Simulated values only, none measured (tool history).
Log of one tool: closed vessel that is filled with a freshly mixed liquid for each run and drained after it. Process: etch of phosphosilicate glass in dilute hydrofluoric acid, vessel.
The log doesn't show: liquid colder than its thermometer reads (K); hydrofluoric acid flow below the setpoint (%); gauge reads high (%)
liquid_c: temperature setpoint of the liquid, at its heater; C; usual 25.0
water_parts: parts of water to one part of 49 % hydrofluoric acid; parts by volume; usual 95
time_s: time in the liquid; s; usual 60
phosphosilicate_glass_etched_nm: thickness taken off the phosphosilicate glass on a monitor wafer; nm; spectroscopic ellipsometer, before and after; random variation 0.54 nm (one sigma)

run	hour	liquid_c	water_parts	time_s	wafers since the last listed run	hours since the thermometer was replaced	hours since the hydrofluoric acid flow meter was replaced	hours since the gauge calibration	read-back film thickness of the phosphosilicate glass reference wafer, read on the same gauge (nm)	phosphosilicate_glass_etched_nm
1	0.0	25.0	95	60	0	1992.7	1985.3	19.7	140.00	77.64
2	14.8	25.0	95	60	2110	2007.5	2000.1	34.5	139.98	78.16
3	22.7	25.0	95	60	1126	2015.4	2008.0	42.4	140.00	77.82
# hour 31.0: thermometer replaced
4	33.9	25.0	60	60	1454	2.9	2019.2	53.6	139.97	141.24
5	41.7	25.0	60	60	1112	10.7	2027.0	61.4	139.98	140.79
6	57.9	25.0	60	60	2310	26.9	2043.2	77.6	140.02	140.03
7	75.3	25.0	95	60	2481	44.3	2060.6	95.0	139.96	84.50
8	88.2	25.0	95	60	1839	57.2	2073.5	107.9	140.03	83.67
9	105.8	25.0	45	60	2510	74.8	2091.1	125.5	140.01	191.12
10	114.3	23.0	55	30	1212	83.3	2099.6	134.0	140.00	71.56
11	122.8	25.0	50	60	1212	91.8	2108.1	142.5	140.03	171.60
12	160.4	22.5	60	90	5362	129.4	2145.7	180.1	140.00	189.50
# hour 163.4: hydrofluoric acid flow meter replaced
13	176.9	28.0	110	30	2210	145.9	13.5	196.6	140.00	45.41
14	187.8	20.5	115	95	1554	156.8	24.4	207.5	139.96	101.39
15	204.4	25.0	120	60	2367	173.4	41.0	224.1	139.98	73.55
16	215.3	25.0	95	60	1554	184.3	51.9	235.0	140.01	95.72
17	222.4	28.5	95	60	1012	191.4	59.0	242.1	139.94	108.43
18	235.9	25.0	140	80	1925	204.9	72.5	255.6	140.01	82.03
19	251.8	29.0	70	30	2267	220.8	88.4	271.5	139.94	78.31
20	265.6	25.0	80	60	1968	234.6	102.2	285.3	139.94	114.99
21	271.9	25.0	95	45	898	240.9	108.5	291.6	140.02	71.27
22	281.9	22.5	130	60	1426	250.9	118.5	301.6	139.99	60.28
23	294.0	25.0	95	60	1725	263.0	130.6	313.7	140.01	94.19
24	308.7	25.0	50	40	2096	277.7	145.3	328.4	140.04	126.54
25	319.6	23.0	130	30	1554	288.6	156.2	339.3	140.00	30.64
26	330.0	25.0	145	60	1483	299.0	166.6	349.7	140.00	57.83
27	338.8	25.0	95	60	1255	307.8	175.4	358.5	139.98	93.96
28	354.1	25.0	95	50	2182	323.1	190.7	373.8	139.96	78.92
29	368.6	25.0	95	50	2067	337.6	205.2	388.3	140.06	79.17
30	379.4	25.0	95	30	1540	348.4	216.0	399.1	139.99	47.19
31	392.9	21.5	115	40	1925	361.9	229.5	412.6	140.00	43.69

5 ways to go on from here, each from the tool as it stands after run 31. What would each give?
A	393.6	26.5	95	60	99	362.6	230.2	413.3	?	?
B	393.6	21.5	110	60	99	362.6	230.2	413.3	?	?
C	393.6	25.0	125	35	99	362.6	230.2	413.3	?	?
D	393.6	25.0	115	60	99	362.6	230.2	413.3	?	?
E	393.6	25.0	75	40	99	362.6	230.2	413.3	?	?

run	read-back film thickness of the phosphosilicate glass reference wafer, read on the same gauge (nm)	phosphosilicate_glass_etched_nm
A	140.00	98.97
B	140.00	68.81
C	140.00	39.85
D	140.00	75.18
E	140.00	80.86
Without the tool's hidden state the same runs would have given:
run	phosphosilicate_glass_etched_nm
A	103.08
B	71.72
C	41.52
D	78.32
E	84.23
